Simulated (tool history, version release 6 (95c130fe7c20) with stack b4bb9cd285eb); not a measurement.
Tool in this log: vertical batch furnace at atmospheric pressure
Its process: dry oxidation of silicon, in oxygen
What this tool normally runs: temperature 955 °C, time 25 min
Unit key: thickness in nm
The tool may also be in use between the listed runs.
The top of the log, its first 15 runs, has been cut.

run   hour  temperature  time  read-back reference wafer on the same gauge, thickness  thickness
 16  221.9          955    25                                                    21.5      18.23
 17  232.1          955    25                                                   21.51      18.24
 18  243.1          955    25                                                   21.49      18.18
       253  -- gauge calibrated
 19  257.9          955    18                                                   21.51      14.78
     283.2  -- boat lift adjusted
 20  283.7          962    29                                                   21.49      22.48
 21  291.3          955    19                                                   21.49      16.02
 22  298.9          945  36.5                                                   21.49       21.5
 23  309.1          955    25                                                    21.5      19.04
     340.9  -- thermocouples replaced and temperature profile calibrated
 24  341.4          934  16.5                                                    21.5      11.19
 25  345.6          967    25                                                    21.5      21.43
 26  355.3          955    25                                                   21.48         19
 27  363.9          944  30.5                                                    21.5      18.83
 28  372.2          974  13.5                                                    21.5      15.66
 29  384.8          977    19                                                   21.49      19.68
 30    402          955    25                                                    21.5      18.96
 31  413.6          962    25                                                   21.49      20.46
 32  429.8          976    25                                                   21.49         23
 33  437.4          966  18.5                                                    21.5       17.6
 34  472.8          969    17                                                   21.51       17.2
 35  486.4          974  28.5                                                   21.51      24.42
 36  495.6          955    13                                                   21.49      12.43

Alternative continuations, all from the tool just after run 36; predict every row:
  A  499.9          955  28.5                                                       ?          ?
  B  499.9          955  32.5                                                       ?          ?
  C  499.9          955  31.5                                                       ?          ?

run  read-back reference wafer on the same gauge, thickness  thickness
  A                                                   21.51      20.47
  B                                                   21.51      22.23
  C                                                   21.51       21.8
Without the tool's unlogged condition, the same runs would have read:
run  thickness
  A      20.74
  B      22.52
  C      22.08
